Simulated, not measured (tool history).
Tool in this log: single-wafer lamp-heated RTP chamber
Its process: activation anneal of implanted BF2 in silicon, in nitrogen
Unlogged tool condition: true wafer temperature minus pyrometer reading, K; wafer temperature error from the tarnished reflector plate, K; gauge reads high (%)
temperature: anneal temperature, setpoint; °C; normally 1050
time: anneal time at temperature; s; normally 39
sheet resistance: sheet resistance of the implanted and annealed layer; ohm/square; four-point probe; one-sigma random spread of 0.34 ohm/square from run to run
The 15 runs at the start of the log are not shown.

run,hour,temperature,time,wafers since the last listed run,wafers since the last pyrometer calibration,wafers since the reflector plate was cleaned,hours since the gauge calibration,"read-back reference wafer on the same gauge, sheet resistance",sheet resistance
16,356.1,1050,39,256,2873,262,607.6,175.06,141.32
# hour 376.8: pyrometer window cleaned and pyrometer calibrated
17,384.7,1068,39,229,88,491,636.2,174.97,134.72
18,407.5,1050,18,253,341,745,659,175.11,158.61
# hour 444.8: gauge calibrated
19,465.9,1068,39,649,990,1394,21.1,174.97,133.05
20,483.5,1031,33,195,1186,1590,38.7,174.99,157.5
21,539.6,1064,58,623,1810,2213,94.8,175.1,129.72
22,568.6,1039,51,322,2132,2536,123.8,174.92,144.08
23,596.2,1031,46,306,2439,2842,151.4,175.08,149.24
# hour 635.8: pyrometer window cleaned and pyrometer calibrated
24,636.3,1050,39,356,5,3199,191.5,175.14,145.41
25,661.1,1042,28,275,280,3475,216.3,174.95,155.75
26,677.6,1063,61,183,464,3658,232.8,174.99,130.55
# hour 715.5: reflector plate cleaned
27,716,1050,39,337,802,5,271.2,174.97,144.39
28,745.2,1026,17,324,1126,330,300.4,175.04,176.41
29,763.7,1041,39,205,1332,535,318.9,174.86,148.32
30,790,1050,39,292,1624,828,345.2,175.11,143.38
31,817.7,1042,16,307,1932,1136,372.9,174.89,162.66
32,831.5,1050,39,153,2086,1289,386.7,174.99,142.55
33,860.7,1065,48,324,2410,1614,415.9,174.95,130.58
34,890.9,1077,49,335,2746,1949,446.1,175,125.38

Consider 3 possible next runs. They are alternatives, not a sequence: every one starts from the tool as it was left by run 34. What does each give?
A,891.3,1050,39,4,2751,1954,446.5,?,?
B,891.3,1035,48,4,2751,1954,446.5,?,?
C,891.3,1037,17,4,2751,1954,446.5,?,?

run,"read-back reference wafer on the same gauge, sheet resistance",sheet resistance
A,175.01,141.57
B,175.01,145.77
C,175.01,163.98
Without the tool's unlogged condition, the same runs would have read:
run,sheet resistance
A,145.83
B,149.47
C,169.66

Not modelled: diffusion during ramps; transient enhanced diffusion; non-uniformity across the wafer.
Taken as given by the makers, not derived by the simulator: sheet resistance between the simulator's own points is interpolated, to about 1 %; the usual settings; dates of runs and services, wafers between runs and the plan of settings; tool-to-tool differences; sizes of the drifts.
